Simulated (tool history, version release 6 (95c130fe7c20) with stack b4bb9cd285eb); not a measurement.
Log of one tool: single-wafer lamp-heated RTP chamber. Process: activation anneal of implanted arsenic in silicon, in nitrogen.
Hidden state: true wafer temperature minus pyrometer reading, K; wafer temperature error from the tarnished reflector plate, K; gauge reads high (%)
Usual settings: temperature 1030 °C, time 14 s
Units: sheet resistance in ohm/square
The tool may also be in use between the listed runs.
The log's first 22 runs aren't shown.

run	day	temperature	time	wafers since the last listed run	wafers since the last pyrometer calibration	wafers since the reflector plate was cleaned	hours since the gauge calibration	read-back reference wafer on the same gauge, sheet resistance	sheet resistance
23	43.454	1050	19	1329	4005	5102	182	119.91	101.34
24	45.471	1057	18	909	4914	6012	230.4	119.99	99.88
# day 46.946: reflector plate cleaned
25	47.821	1038	20	909	5824	395	286.8	119.9	103.75
26	50.296	1059	7	1116	6941	1512	346.2	119.84	108.91
27	52.638	1030	18	1056	7998	2568	402.4	120.31	106.67
# day 53.896: pyrometer window cleaned and pyrometer calibrated
28	55.608	1047	11	1190	772	3758	473.7	120.07	108.75
29	57.454	1030	14	832	1605	4591	518	120.16	111.73
30	58.512	1021	18	477	2082	5069	543.4	120.15	111.08
31	59.983	1018	14	663	2746	5732	578.7	120.13	115.51
32	61.754	1040	20	798	3545	6531	621.2	120.01	103.96
33	63.683	1051	21	870	4415	7402	667.5	119.95	99.11
# day 65.883: reflector plate cleaned
34	66.183	1030	14	977	5393	135	727.5	120.16	112.11
35	68.854	1030	14	1205	6598	1340	791.6	120.02	110.15
36	71.062	1030	14	996	7595	2336	844.6	120.07	109.98
# day 73.012: pyrometer window cleaned and pyrometer calibrated
37	73.408	1010	17	908	179	3244	900.9	120.02	115.29

Forecast each of these 3 alternatives for the next run:
A	73.425	1054	14	7	186	3252	901.3	?	?
B	73.425	1030	8	7	186	3252	901.3	?	?
C	73.425	1022	7	7	186	3252	901.3	?	?

run	read-back reference wafer on the same gauge, sheet resistance	sheet resistance
A	120.14	104.68
B	120.14	118
C	120.14	121.73
Without the tool's hidden state the same runs would have given:
run	sheet resistance
A	104.7
B	118.01
C	121.75
